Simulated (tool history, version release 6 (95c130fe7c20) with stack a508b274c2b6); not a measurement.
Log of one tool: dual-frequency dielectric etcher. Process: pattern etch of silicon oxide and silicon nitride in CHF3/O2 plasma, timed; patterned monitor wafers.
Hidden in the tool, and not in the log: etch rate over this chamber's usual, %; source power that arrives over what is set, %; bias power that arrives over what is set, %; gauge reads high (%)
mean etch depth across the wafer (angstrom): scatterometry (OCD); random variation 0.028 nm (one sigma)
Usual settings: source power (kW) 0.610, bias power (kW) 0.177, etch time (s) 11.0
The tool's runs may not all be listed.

run,hour,source power (kW),bias power (kW),etch time (s),wafers since the last listed run,hours since the last wet clean,hours since the last source power generator calibration,hours since the last bias power generator calibration,hours since the last upper electrode change,hours since the gauge calibration,"read-back reference wafer on the same gauge, depth_nm",mean etch depth across the wafer (angstrom)
1,0.0,0.570,0.177,11.0,0,427.2,3405.7,1461.2,2793.9,662.2,15.30,161.9
# hour 74.8: wet clean of the chamber
2,75.3,0.570,0.177,11.0,973,0.5,3481.0,1536.5,2869.2,737.5,15.30,164.3
3,245.6,0.610,0.177,11.0,3231,170.8,3651.3,1706.8,3039.5,907.8,15.31,168.1
4,300.4,0.610,0.177,11.0,1039,225.6,3706.1,1761.6,3094.3,962.6,15.30,166.7
5,360.6,0.610,0.177,12.0,1142,285.8,3766.3,1821.8,3154.5,1022.8,15.30,181.8
6,410.7,0.610,0.177,12.0,950,335.9,3816.4,1871.9,3204.6,1072.9,15.29,182.0
7,455.4,0.610,0.177,12.0,848,380.6,3861.1,1916.6,3249.3,1117.6,15.30,181.2
# hour 557.2: wet clean of the chamber
8,557.7,0.610,0.177,11.0,1485,0.5,3963.4,2018.9,3351.6,1219.9,15.30,168.6
# hour 648.6: bias power generator calibrated
9,709.0,0.610,0.177,11.0,2794,151.8,4114.7,60.4,3502.9,1371.2,15.30,167.2
10,800.7,0.610,0.177,11.0,1739,243.5,4206.4,152.1,3594.6,1462.9,15.30,166.0
# hour 847.2: source power generator calibrated
11,886.6,0.750,0.216,8.0,1554,329.4,39.4,238.0,3680.5,1548.8,15.31,135.5
# hour 886.7: gauge calibrated
12,991.3,0.760,0.136,9.5,1986,434.1,144.1,342.7,3785.2,104.6,15.30,149.8
# hour 1024.3: wet clean of the chamber
13,1095.4,0.610,0.177,11.0,1519,71.1,248.2,446.8,3889.3,208.7,15.30,167.4
# hour 1123.9: upper electrode replaced
14,1145.1,0.610,0.177,11.0,487,120.8,297.9,496.5,21.2,258.4,15.29,167.2

Forecast run 15:
15,1227.2,0.550,0.177,11.0,1557,202.9,380.0,578.6,103.3,340.5,?,?

read-back reference wafer on the same gauge, depth_nm: 15.30
mean etch depth across the wafer (angstrom): 159.8
Without the tool's hidden state the same run would have given mean etch depth across the wafer (angstrom) 161.1.
